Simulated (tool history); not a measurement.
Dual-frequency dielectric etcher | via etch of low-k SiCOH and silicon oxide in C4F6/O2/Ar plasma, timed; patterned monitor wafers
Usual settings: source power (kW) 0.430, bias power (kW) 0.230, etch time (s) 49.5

run    hour  source power (kW)  bias power (kW)  etch time (s)  read-back reference wafer on the same gauge, depth_nm  mean etch depth across the wafer (Å)
  1     0.0              0.430            0.230           49.5                                                  137.0                                  1343
  2    44.5              0.430            0.230           49.5                                                  137.2                                  1338
  3    96.2              0.430            0.230           49.5                                                  137.0                                  1347
  4   144.2              0.360            0.230           49.5                                                  137.0                                  1225
  5   212.4              0.430            0.230           49.5                                                  137.1                                  1339
      239.4  -- upper electrode replaced
  6   281.8              0.430            0.230           49.5                                                  136.9                                  1343
  7   329.2              0.430            0.230           49.5                                                  136.9                                  1350
  8   353.3              0.430            0.230           49.5                                                  137.0                                  1334
      422.0  -- wet clean of the chamber
  9   422.5              0.430            0.230           49.5                                                  136.9                                  1342
      442.9  -- bias power generator calibrated
 10   452.8              0.510            0.230           53.0                                                  137.0                                  1561
      490.2  -- gauge calibrated
 11   511.4              0.510            0.230           53.0                                                  136.9                                  1571
 12   555.4              0.430            0.230           49.5                                                  137.0                                  1337
 13   622.7              0.430            0.230           41.0                                                  136.9                                  1118
 14   664.8              0.430            0.230           34.5                                                  137.1                                   938
      868.6  -- source power generator calibrated
      876.3  -- wet clean of the chamber
 15   879.7              0.380            0.174           64.0                                                  137.0                                  1506
 16   931.9              0.350            0.230           59.0                                                  137.1                                  1480
 17   998.0              0.480            0.277           49.5                                                  136.9                                  1556
 18  1024.4              0.430            0.230           49.5                                                  137.1                                  1373
 19  1085.2              0.430            0.186           42.5                                                  136.9                                  1088
 20  1261.1              0.430            0.197           53.5                                                  137.0                                  1400
     1316.6  -- wet clean of the chamber
 21  1321.0              0.430            0.230           49.5                                                  136.9                                  1381
 22  1355.9              0.430            0.230           49.5                                                  137.2                                  1372
 23  1393.2              0.430            0.230           45.0                                                  137.0                                  1253
 24  1463.0              0.430            0.202           58.0                                                  137.0                                  1534
 25  1510.7              0.430            0.230           49.5                                                  137.0                                  1364
 26  1539.9              0.340            0.200           34.5                                                  137.0                                   797
 27  1571.2              0.520            0.230           49.5                                                  137.0                                  1502
 28  1625.0              0.480            0.247           57.5                                                  137.1                                  1719
     1691.1  -- wet clean of the chamber
 29  1691.6              0.430            0.230           41.0                                                  137.1                                  1131

Forecast each of these 4 alternatives for the next run:
  A  1692.0              0.430            0.230           56.0                                                      ?                                     ?
  B  1692.0              0.370            0.181           38.0                                                      ?                                     ?
  C  1692.0              0.430            0.194           35.5                                                      ?                                     ?
  D  1692.0              0.390            0.230           54.5                                                      ?                                     ?

run  read-back reference wafer on the same gauge, depth_nm  mean etch depth across the wafer (Å)
  A                                                  137.1                                  1539
  B                                                  137.1                                   883
  C                                                  137.1                                   914
  D                                                  137.1                                  1427
Without the tool's hidden state the same runs would have given:
run  mean etch depth across the wafer (Å)
  A                                  1556
  B                                   893
  C                                   925
  D                                  1443

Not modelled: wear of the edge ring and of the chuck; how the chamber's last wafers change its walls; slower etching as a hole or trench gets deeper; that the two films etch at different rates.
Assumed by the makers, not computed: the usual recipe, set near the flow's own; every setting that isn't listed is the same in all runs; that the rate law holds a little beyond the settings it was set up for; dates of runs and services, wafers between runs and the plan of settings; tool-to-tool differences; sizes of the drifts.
